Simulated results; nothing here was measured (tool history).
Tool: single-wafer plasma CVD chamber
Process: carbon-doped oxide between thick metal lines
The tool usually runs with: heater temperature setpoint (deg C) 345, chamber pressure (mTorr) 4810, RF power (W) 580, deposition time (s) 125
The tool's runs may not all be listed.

run	day	heater temperature setpoint (deg C)	chamber pressure (mTorr)	RF power (W)	deposition time (s)	wafers since the last listed run	hours since the last thermocouple change	hours since the last RF generator calibration	hours since the last manometer calibration	hours since the showerhead was replaced	hours since the gauge calibration	read-back reference wafer on the same gauge, thickness_nm	mean film thickness on the monitor wafer (Å)
1	0.000	345	4810	625	125	0	603.5	845.8	787.1	5414.7	435.3	661.282	7734.77
2	1.683	345	4810	625	125	523	643.9	886.2	827.5	5455.1	475.7	661.145	7703.39
3	5.108	345	4810	625	125	1066	726.1	968.4	909.7	5537.3	557.9	660.892	7716.44
4	7.221	345	4810	515	125	657	776.8	1019.1	960.4	5588.0	608.6	661.134	6596.44
5	11.562	345	4810	515	125	1351	881.0	1123.3	1064.6	5692.2	712.8	661.143	6588.43
# day 14.017: capacitance manometer re-zeroed and calibrated
6	14.038	345	4810	515	125	666	940.4	1182.7	0.5	5751.6	772.2	660.784	6597.95
# day 14.642: thermocouple changed; heater temperature recalibrated
7	16.158	345	4810	555	125	556	36.4	1233.6	51.4	5802.5	823.1	660.550	7080.64

What does the tool deliver on the next run?
# day 18.792: showerhead replaced
8	18.908	345	4810	515	125	752	102.4	1299.6	117.4	2.8	889.1	?	?

For run 8 the tool returned read-back reference wafer on the same gauge, thickness_nm 660.976, mean film thickness on the monitor wafer (Å) 6613.10.
Had the tool carried no hidden state, the very same run would have given mean film thickness on the monitor wafer (Å) 6828.10.
